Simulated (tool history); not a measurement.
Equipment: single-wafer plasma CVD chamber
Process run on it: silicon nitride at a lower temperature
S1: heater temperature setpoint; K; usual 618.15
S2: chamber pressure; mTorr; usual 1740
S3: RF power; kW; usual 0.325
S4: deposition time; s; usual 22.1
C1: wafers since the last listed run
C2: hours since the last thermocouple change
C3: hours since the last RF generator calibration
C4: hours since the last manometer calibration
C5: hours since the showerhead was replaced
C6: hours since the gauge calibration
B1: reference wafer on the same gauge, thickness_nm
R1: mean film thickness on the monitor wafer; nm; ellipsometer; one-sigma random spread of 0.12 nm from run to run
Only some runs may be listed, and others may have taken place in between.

run    hour      S1    S2     S3    S4    C1     C2     C3      C4      C5      C6      B1      R1
  1     0.0  618.15  1740  0.325  21.0     0  541.4  283.0  1130.3  2603.3  1280.2  30.221  24.580
  2    41.2  618.15  1740  0.325  21.0   722  582.6  324.2  1171.5  2644.5  1321.4  30.230  24.540
  3    81.7  618.15  1740  0.325  22.1   709  623.1  364.7  1212.0  2685.0  1361.9  30.231  25.655
  4   122.9  618.15  1740  0.325  22.1   722  664.3  405.9  1253.2  2726.2  1403.1  30.211  25.794
  5   168.9  618.15  1740  0.325  22.1   806  710.3  451.9  1299.2  2772.2  1449.1  30.215  25.738
  6   237.5  618.15  1740  0.325  23.6  1202  778.9  520.5  1367.8  2840.8  1517.7  30.200  27.320
  7   339.2  618.15  1740  0.325  22.1  1782  880.6  622.2  1469.5  2942.5  1619.4  30.236  25.430
      353.1  -- thermocouple changed; heater temperature recalibrated
  8   511.7  618.15  1740  0.325  22.1  2883  158.6  794.7  1642.0  3115.0  1791.9  30.227  25.292
  9   550.6  618.15  1740  0.325  22.1   681  197.5  833.6  1680.9  3153.9  1830.8  30.171  25.265
 10   586.7  618.15  1740  0.325  22.1   632  233.6  869.7  1717.0  3190.0  1866.9  30.214  24.946
 11   619.4  618.15  1740  0.360  22.1   573  266.3  902.4  1749.7  3222.7  1899.6  30.225  27.283
      700.9  -- showerhead replaced
      791.8  -- RF generator calibrated
 12   831.9  618.15  1740  0.295  22.1  3444  478.8   40.1  1962.2   131.0  2112.1  30.228  24.205
 13   896.3  607.15  1360  0.325  22.1  1128  543.2  104.5  2026.6   195.4  2176.5  30.249  24.204
 14   942.7  618.15  1740  0.325  22.1   813  589.6  150.9  2073.0   241.8  2222.9  30.245  26.140
      979.8  -- capacitance manometer re-zeroed and calibrated
 15   980.3  618.15  1740  0.325  22.1   518  627.2  188.5     0.5   279.4  2260.5  30.212  26.714
      986.9  -- gauge calibrated
 16  1030.2  618.15  1740  0.325  22.1   874  677.1  238.4    50.4   329.3    43.3  30.228  26.425
 17  1085.3  626.15  1990  0.325  25.7   965  732.2  293.5   105.5   384.4    98.4  30.224  31.712
 18  1136.0  627.15  1740  0.325  22.1   888  782.9  344.2   156.2   435.1   149.1  30.192  26.064
 19  1175.0  618.15  1740  0.325  22.1   683  821.9  383.2   195.2   474.1   188.1  30.218  26.335
     1207.6  -- thermocouple changed; heater temperature recalibrated
 20  1289.4  618.15  1360  0.325  22.1  1864   81.8  497.6   309.6   588.5   302.5  30.196  24.105
 21  1358.8  618.15  2060  0.325  20.9  1216  151.2  567.0   379.0   657.9   371.9  30.199  25.715
 22  1398.6  618.15  1740  0.345  22.1   697  191.0  606.8   418.8   697.7   411.7  30.205  27.109
 23  1448.3  618.15  1740  0.370  22.1   871  240.7  656.5   468.5   747.4   461.4  30.213  28.664
 24  1504.9  609.15  2060  0.270  20.8   992  297.3  713.1   525.1   804.0   518.0  30.162  21.842
 25  1546.2  611.15  1740  0.325  22.1   723  338.6  754.4   566.4   845.3   559.3  30.215  25.965
 26  1584.9  618.15  1740  0.325  22.1   678  377.3  793.1   605.1   884.0   598.0  30.152  25.738
 27  1646.5  612.15  1850  0.370  24.5  1079  438.9  854.7   666.7   945.6   659.6  30.206  31.928

Measured result minus the same run's result without the hidden state. Both carry the same run-to-run variation, though not necessarily the same gauge scatter:
The hidden state here: wafer temperature above the value expected at the setpoint (K); delivered RF power above the setpoint (%); true pressure above the setpoint (%); gauge reads high (%).
run      R1
  1  -0.968
  2  -1.011
  3  -1.102
  4  -1.154
  5  -1.202
  6  -1.357
  7  -1.372
  8  -1.549
  9  -1.587
 10  -1.605
 11  -1.749
 12  -0.738
 13  -0.831
 14  -0.902
 15  -0.254
 16  -0.345
 17  -0.530
 18  -0.530
 19  -0.603
 20  -0.742
 21  -0.866
 22  -0.967
 23  -1.103
 24  -0.956
 25  -1.168
 26  -1.213
 27  -1.566
